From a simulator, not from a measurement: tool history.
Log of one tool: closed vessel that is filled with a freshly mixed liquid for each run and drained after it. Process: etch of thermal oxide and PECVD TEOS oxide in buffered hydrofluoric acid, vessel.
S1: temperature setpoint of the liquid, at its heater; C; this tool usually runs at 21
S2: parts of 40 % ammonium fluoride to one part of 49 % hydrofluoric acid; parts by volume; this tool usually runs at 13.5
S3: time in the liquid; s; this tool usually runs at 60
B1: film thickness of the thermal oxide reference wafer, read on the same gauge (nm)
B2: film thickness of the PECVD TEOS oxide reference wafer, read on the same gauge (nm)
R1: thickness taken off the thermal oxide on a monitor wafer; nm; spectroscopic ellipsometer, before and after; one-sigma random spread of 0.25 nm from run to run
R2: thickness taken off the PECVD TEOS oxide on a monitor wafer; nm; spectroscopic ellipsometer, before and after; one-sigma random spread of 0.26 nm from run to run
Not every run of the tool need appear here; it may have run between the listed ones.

{"run": 1, "hour": 0.0, "S1": 21, "S2": 13.5, "S3": 60, "B1": 150.01, "B2": 90.01, "R1": 40.79, "R2": 51.59}
{"run": 2, "hour": 37.6, "S1": 21, "S2": 13.5, "S3": 60, "B1": 149.98, "B2": 90.02, "R1": 40.98, "R2": 51.26}
{"run": 3, "hour": 99.4, "S1": 21, "S2": 13.5, "S3": 60, "B1": 150.01, "B2": 90.01, "R1": 40.37, "R2": 51.08}
{"run": 4, "hour": 129.4, "S1": 21, "S2": 13.5, "S3": 60, "B1": 150.01, "B2": 90, "R1": 39.76, "R2": 50.72}
{"run": 5, "hour": 173.0, "S1": 21, "S2": 13.5, "S3": 60, "B1": 150.01, "B2": 90.01, "R1": 39.38, "R2": 49.72}
{"run": 6, "hour": 213.6, "S1": 21, "S2": 13.5, "S3": 60, "B1": 149.98, "B2": 89.96, "R1": 38.93, "R2": 49.42}
{"run": 7, "hour": 277.0, "S1": 21, "S2": 13.5, "S3": 60, "B1": 150, "B2": 89.98, "R1": 38.77, "R2": 48.86}
{"hour": 319.3, "done": "thermometer replaced"}
{"run": 8, "hour": 343.3, "S1": 21, "S2": 13.5, "S3": 60, "B1": 150.01, "B2": 90, "R1": 41.14, "R2": 51.81}
{"run": 9, "hour": 410.0, "S1": 21, "S2": 13.5, "S3": 60, "B1": 150.01, "B2": 89.96, "R1": 40.95, "R2": 51.07}
{"run": 10, "hour": 467.3, "S1": 21, "S2": 13.5, "S3": 60, "B1": 150, "B2": 90, "R1": 40.85, "R2": 50.83}
{"hour": 483.2, "done": "gauge calibrated"}
{"run": 11, "hour": 507.2, "S1": 21, "S2": 13.5, "S3": 60, "B1": 150.01, "B2": 90.01, "R1": 39.55, "R2": 50.86}
{"run": 12, "hour": 564.1, "S1": 17, "S2": 9, "S3": 80, "B1": 150, "B2": 90.05, "R1": 61.72, "R2": 77.37}
{"hour": 567.1, "done": "hydrofluoric acid flow meter replaced"}
{"run": 13, "hour": 605.8, "S1": 17, "S2": 13.5, "S3": 60, "B1": 149.99, "B2": 90.01, "R1": 32.96, "R2": 41.52}
{"run": 14, "hour": 652.6, "S1": 23.5, "S2": 16, "S3": 70, "B1": 150, "B2": 90.04, "R1": 45.99, "R2": 58.32}
{"run": 15, "hour": 718.0, "S1": 21, "S2": 13.5, "S3": 60, "B1": 150, "B2": 90.02, "R1": 41.01, "R2": 51.12}
{"run": 16, "hour": 766.0, "S1": 17, "S2": 9, "S3": 80, "B1": 150, "B2": 90, "R1": 61.3, "R2": 77.53}
{"run": 17, "hour": 857.5, "S1": 24.5, "S2": 18, "S3": 30, "B1": 150.01, "B2": 90, "R1": 18.09, "R2": 22.89}
{"run": 18, "hour": 900.3, "S1": 21, "S2": 17.5, "S3": 75, "B1": 149.99, "B2": 90.01, "R1": 38.3, "R2": 47.76}
{"run": 19, "hour": 949.8, "S1": 21, "S2": 13.5, "S3": 60, "B1": 149.99, "B2": 90, "R1": 38.99, "R2": 49.46}
{"run": 20, "hour": 981.4, "S1": 17, "S2": 13.5, "S3": 85, "B1": 149.99, "B2": 90.01, "R1": 43.84, "R2": 55.66}
{"hour": 983.2, "done": "thermometer replaced"}
{"run": 21, "hour": 1039.6, "S1": 21, "S2": 13.5, "S3": 30, "B1": 150.03, "B2": 89.99, "R1": 20.59, "R2": 26.08}
{"run": 22, "hour": 1110.7, "S1": 21, "S2": 13.5, "S3": 50, "B1": 149.98, "B2": 90.03, "R1": 34.17, "R2": 43.11}
{"run": 23, "hour": 1137.6, "S1": 25, "S2": 13.5, "S3": 80, "B1": 150, "B2": 90, "R1": 68.17, "R2": 85.23}
{"run": 24, "hour": 1175.4, "S1": 17, "S2": 18.5, "S3": 80, "B1": 149.99, "B2": 90.02, "R1": 31.57, "R2": 39.9}
{"run": 25, "hour": 1240.7, "S1": 21, "S2": 13.5, "S3": 60, "B1": 150, "B2": 90.02, "R1": 39.87, "R2": 50.65}

5 ways to go on from here, each from the tool as it stands after run 25. What would each give?
{"run": "A", "hour": 1241.4, "S1": 21, "S2": 13.5, "S3": 35, "B1": "?", "B2": "?", "R1": "?", "R2": "?"}
{"run": "B", "hour": 1241.4, "S1": 25, "S2": 13.5, "S3": 60, "B1": "?", "B2": "?", "R1": "?", "R2": "?"}
{"run": "C", "hour": 1241.4, "S1": 24, "S2": 13.5, "S3": 95, "B1": "?", "B2": "?", "R1": "?", "R2": "?"}
{"run": "D", "hour": 1241.4, "S1": 25, "S2": 17.5, "S3": 80, "B1": "?", "B2": "?", "R1": "?", "R2": "?"}
{"run": "E", "hour": 1241.4, "S1": 21, "S2": 15.5, "S3": 85, "B1": "?", "B2": "?", "R1": "?", "R2": "?"}

run=A B1=150.01 B2=90.02 R1=23.5 R2=29.37
run=B B1=150.01 B2=90.02 R1=50.22 R2=62.77
run=C B1=150.01 B2=90.02 R1=75.29 R2=94.11
run=D B1=150.01 B2=90.02 R1=51.87 R2=64.84
run=E B1=150.01 B2=90.02 R1=49.81 R2=62.27
The same runs, with their run-to-run variation unchanged, on a tool lacking any hidden condition would have given:
run=A R1=25.08 R2=31.34
run=B R1=53.56 R2=66.94
run=C R1=80.31 R2=100.38
run=D R1=55.34 R2=69.17
run=E R1=53.17 R2=66.46
